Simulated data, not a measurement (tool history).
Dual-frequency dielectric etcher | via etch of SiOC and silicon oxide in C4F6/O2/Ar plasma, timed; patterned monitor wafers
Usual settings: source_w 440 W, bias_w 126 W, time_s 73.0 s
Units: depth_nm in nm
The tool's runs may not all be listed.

run    hour  source_w  bias_w  time_s  wafers since the last listed run  hours since the last wet clean  hours since the last source power generator calibration  hours since the last bias power generator calibration  hours since the last upper electrode change  hours since the gauge calibration  read-back reference wafer on the same gauge, depth_nm  depth_nm
  1     0.0       440     126    73.0                                 0                           178.6                                                   1569.8                                                 2326.1                                       4566.5                              636.0                                                   83.0      74.2
  2    57.8       440     126    73.0                               731                           236.4                                                   1627.6                                                 2383.9                                       4624.3                              693.8                                                   82.9      72.6
       61.1  -- gauge calibrated
  3   110.2       440     126    73.0                               662                           288.8                                                   1680.0                                                 2436.3                                       4676.7                               49.1                                                   82.8      72.5
  4   135.0       440     126    73.0                               313                           313.6                                                   1704.8                                                 2461.1                                       4701.5                               73.9                                                   82.9      72.8
  5   171.8       440     126    73.0                               465                           350.4                                                   1741.6                                                 2497.9                                       4738.3                              110.7                                                   82.9      72.3
      202.4  -- wet clean of the chamber
  6   216.6       380     126    89.5                               263                            14.2                                                   1786.4                                                 2542.7                                       4783.1                              155.5                                                   82.8      89.5
  7   277.7       530     126    73.0                               773                            75.3                                                   1847.5                                                 2603.8                                       4844.2                              216.6                                                   82.9      79.7
  8   303.0       530     126    73.0                               320                           100.6                                                   1872.8                                                 2629.1                                       4869.5                              241.9                                                   82.9      79.2
  9   355.3       530     126    73.0                               661                           152.9                                                   1925.1                                                 2681.4                                       4921.8                              294.2                                                   83.0      78.6
 10   380.0       480     126    82.5                               312                           177.6                                                   1949.8                                                 2706.1                                       4946.5                              318.9                                                   82.9      86.1
 11   418.5       500     126    73.0                               487                           216.1                                                   1988.3                                                 2744.6                                       4985.0                              357.4                                                   83.0      76.9
 12   482.6       440      98    65.0                               810                           280.2                                                   2052.4                                                 2808.7                                       5049.1                              421.5                                                   82.9      58.9
      516.3  -- bias power generator calibrated
 13   517.8       530     126    73.0                               394                           315.4                                                   2087.6                                                    1.5                                       5084.3                              456.7                                                   83.0      77.0
 14   565.3       390     126    73.0                               600                           362.9                                                   2135.1                                                   49.0                                       5131.8                              504.2                                                   83.0      70.1
      614.6  -- wet clean of the chamber
      639.5  -- source power generator calibrated
      644.2  -- upper electrode replaced
 15   644.7       410     153    87.0                               590                            30.1                                                      5.2                                                  128.4                                          0.5                              583.6                                                   82.9      94.1
      647.9  -- gauge calibrated
 16   695.0       540     126    73.0                               636                            80.4                                                     55.5                                                  178.7                                         50.8                               47.1                                                   83.0      79.2
 17   756.7       440     126    60.0                               780                           142.1                                                    117.2                                                  240.4                                        112.5                              108.8                                                   83.0      60.5
 18   800.1       440     126    73.0                               549                           185.5                                                    160.6                                                  283.8                                        155.9                              152.2                                                   82.9      73.4
 19   858.4       380     126    61.5                               737                           243.8                                                    218.9                                                  342.1                                        214.2                              210.5                                                   83.0      59.1
 20   894.5       440     100    73.0                               456                           279.9                                                    255.0                                                  378.2                                        250.3                              246.6                                                   82.9      65.1
      970.9  -- wet clean of the chamber
 21   971.4       530     108    55.5                               669                             0.5                                                    331.9                                                  455.1                                        327.2                              323.5                                                   82.9      57.0
 22  1009.9       440     126    73.0                               487                            39.0                                                    370.4                                                  493.6                                        365.7                              362.0                                                   82.9      74.9

3 ways to go on from here, each from the tool as it stands after run 22. What would each give?
  A  1010.3       440     126    67.0                                 5                            39.4                                                    370.8                                                  494.0                                        366.1                              362.4                                                      ?         ?
  B  1010.3       490     114    59.0                                 5                            39.4                                                    370.8                                                  494.0                                        366.1                              362.4                                                      ?         ?
  C  1010.3       360     142    73.0                                 5                            39.4                                                    370.8                                                  494.0                                        366.1                              362.4                                                      ?         ?

run  read-back reference wafer on the same gauge, depth_nm  depth_nm
  A                                                   82.9      68.3
  B                                                   82.9      59.6
  C                                                   82.9      73.8
Without the tool's hidden state the same runs would have given:
run  depth_nm
  A      68.7
  B      60.0
  C      74.3
